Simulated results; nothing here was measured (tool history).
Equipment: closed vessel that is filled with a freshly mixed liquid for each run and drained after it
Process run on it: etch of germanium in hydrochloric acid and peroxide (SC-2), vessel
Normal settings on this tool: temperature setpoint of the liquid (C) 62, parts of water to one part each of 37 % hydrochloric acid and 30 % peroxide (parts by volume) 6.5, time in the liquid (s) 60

run	day	temperature setpoint of the liquid (C)	parts of water to one part each of 37 % hydrochloric acid and 30 % peroxide (parts by volume)	time in the liquid (s)	read-back film thickness of the germanium reference wafer, read on the same gauge (nm)	thickness taken off the germanium on a monitor wafer (angstrom)
1	0	62	6.5	60	119.98	1864.2
2	1.792	62	6.5	60	119.99	1829.5
3	12.371	62	7.5	80	120.05	2385.4
4	16.175	62	7.5	80	119.96	2375.5
5	20.658	62	6.5	50	120	1502.3
# day 22.371: thermometer replaced
6	24.546	68	6.5	30	119.94	1024.7
# day 34.083: thermometer replaced, repeated, since the last time left the tool worse
7	34.712	68	6.5	30	120	1115.7
# day 35.95: chemicals flow meter replaced
8	36.35	68	6.5	30	119.98	1111.3
9	39.55	62	7.5	85	119.97	2618.6
# day 42.533: new drum of peroxide connected
10	43.933	62	7.5	85	119.99	2604.6
11	45.504	62	6.5	60	120.03	1839.6
12	49.612	67	9.5	40	119.99	1368.4
13	51.388	68	8	60	120.03	2130.7
14	53.329	69.5	6.5	60	119.98	2276.3
15	55.875	68	6.5	30	120.02	1081
16	58.771	57.5	6.5	30	119.99	781.5
17	61.338	62	9.5	60	119.99	1746.4
# day 62.483: gauge calibrated
18	63.108	62	6.5	60	120	1785.7
# day 64.479: thermometer replaced
19	74.958	56	9	75	119.97	1871.7
20	77.858	56.5	9	75	120.01	1905.2
# day 79.508: chemicals flow meter replaced
21	80.204	57	8	60	119.99	1547.7
22	81.946	62	6.5	60	120.01	1824.9

Give the tool's hidden conditions for every run:
chemicals flow below the setpoint (%): 0 across all the runs
peroxide weaker than its label (%): 0 across all the runs
gauge reads high (%): 0 across all the runs
H1: liquid colder than its thermometer reads (K)
run	H1
1	0.411
2	0.498
3	1.01
4	1.19
5	1.41
6	2.79
7	0.181
8	0.26
9	0.415
10	0.627
11	0.703
12	0.902
13	0.988
14	1.08
15	1.21
16	1.35
17	1.47
18	1.55
19	0.668
20	0.808
21	0.921
22	1.01
